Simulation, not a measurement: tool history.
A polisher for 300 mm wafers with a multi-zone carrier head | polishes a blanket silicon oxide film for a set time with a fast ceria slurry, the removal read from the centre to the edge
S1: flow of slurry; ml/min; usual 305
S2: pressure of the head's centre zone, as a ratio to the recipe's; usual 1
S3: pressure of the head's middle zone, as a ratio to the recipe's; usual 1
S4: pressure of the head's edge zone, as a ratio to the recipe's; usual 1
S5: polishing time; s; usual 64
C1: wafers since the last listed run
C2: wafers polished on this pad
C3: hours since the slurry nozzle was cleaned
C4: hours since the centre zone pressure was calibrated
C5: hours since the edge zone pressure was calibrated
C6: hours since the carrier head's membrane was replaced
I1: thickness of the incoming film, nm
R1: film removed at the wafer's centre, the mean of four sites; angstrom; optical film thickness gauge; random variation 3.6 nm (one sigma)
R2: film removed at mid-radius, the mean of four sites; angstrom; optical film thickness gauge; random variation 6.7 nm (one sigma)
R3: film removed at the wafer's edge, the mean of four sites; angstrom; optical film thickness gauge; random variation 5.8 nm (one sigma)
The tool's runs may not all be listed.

run	day	S1	S2	S3	S4	S5	C1	C2	C3	C4	C5	C6	I1	R1	R2	R3
1	0	305	1	1	1.07	51	0	749	215.8	1037.3	721.3	1075.9	1709.1	3502	3600	3665
2	0.567	305	1	1	1	64	107	857	229.4	1050.9	734.9	1089.5	1714.9	4321	4454	4415
3	1.129	305	1	1	1	64	107	964	242.9	1064.4	748.4	1103	1721	4357	4424	4404
# day 1.479: worn pad replaced by a new one
4	2.421	365	1	1	1	64	214	179	273.9	1095.4	779.4	1134	1730.8	4609	4701	4588
5	3.817	305	1	1	1	64	265	445	307.4	1128.9	812.9	1167.5	1740.1	4331	4422	4361
# day 4.529: slurry nozzle cleaned
6	5.154	305	1	1	1	64	246	691	15	1161	845	1199.6	1725	4341	4287	4313
# day 5.592: centre zone pressure recalibrated
7	5.688	305	1	1	1	64	85	777	27.8	2.3	857.8	1212.4	1749.1	4285	4355	4301
8	6.796	305	1	1	1	64	210	987	54.4	28.9	884.4	1239	1717.3	4292	4194	4394
# day 7.583: worn pad replaced by a new one
9	8	230	1	0.97	1	64	197	79	83.3	57.8	913.3	1267.9	1716.4	4504	4545	4525
10	8.896	240	1	1.1	0.94	58	170	249	104.8	79.3	934.8	1289.4	1745.5	3974	4379	3909
11	9.529	305	1	1	1	64	120	370	120	94.5	950	1304.6	1740.2	4424	4428	4510
12	10.642	360	1	0.9	1.08	64	211	581	146.7	121.2	976.7	1331.3	1710.9	4402	4215	4610
13	11.75	305	1.05	0.89	0.92	55	210	792	173.3	147.8	1003.3	1357.9	1703.8	3939	3529	3712
14	12.883	305	1	1	1.07	51	215	1008	200.5	175	1030.5	1385.1	1715.7	3441	3450	3676
# day 13.158: worn pad replaced by a new one
# day 13.446: carrier head's membrane replaced by a new one
# day 15.2: edge zone pressure recalibrated
15	15.729	245	1.07	1	1.04	81	454	433	268.8	243.3	12.7	54.8	1751.9	5864	5428	5580
16	16.9	305	1	1	1	64	222	656	296.9	271.4	40.8	82.9	1749.4	4337	4359	4424
# day 17.704: slurry nozzle cleaned
17	17.842	260	1	1	0.96	73	171	827	3.3	294	63.4	105.5	1743.3	4844	4966	4686
18	18.629	305	1	1	0.94	84	149	977	22.2	312.9	82.3	124.4	1744.7	5588	5814	5526
19	19.417	305	1	0.9	1	64	149	1127	41.1	331.8	101.2	143.3	1708.4	4239	4068	4372
# day 19.812: worn pad replaced by a new one
20	20.188	255	1	1	1	64	114	71	59.6	350.3	119.7	161.8	1721.5	4608	4675	4672
21	21.392	230	1	1	0.91	46	229	300	88.5	379.2	148.6	190.7	1738.3	3157	3206	3118
22	21.996	405	1	1	1	64	114	415	103	393.7	163.1	205.2	1750.9	4560	4591	4453

Forecast each of these 4 alternatives for the next run:
A	22.012	305	1	1.11	1	64	3	418	103.4	394.1	163.5	205.6	1723.5	?	?	?
B	22.012	305	1.12	1	0.91	78	3	418	103.4	394.1	163.5	205.6	1723.5	?	?	?
C	22.012	305	1	1	1	43	3	418	103.4	394.1	163.5	205.6	1723.5	?	?	?
D	22.012	230	1	1	1.07	64	3	418	103.4	394.1	163.5	205.6	1723.5	?	?	?

run	R1	R2	R3
A	4499	4874	4513
B	6142	5522	5312
C	3021	3046	3036
D	4370	4418	4553
Without the tool's hidden state the same runs would have given:
run	R1	R2	R3
A	4788	5187	4803
B	6536	5877	5653
C	3215	3242	3231
D	4650	4702	4845

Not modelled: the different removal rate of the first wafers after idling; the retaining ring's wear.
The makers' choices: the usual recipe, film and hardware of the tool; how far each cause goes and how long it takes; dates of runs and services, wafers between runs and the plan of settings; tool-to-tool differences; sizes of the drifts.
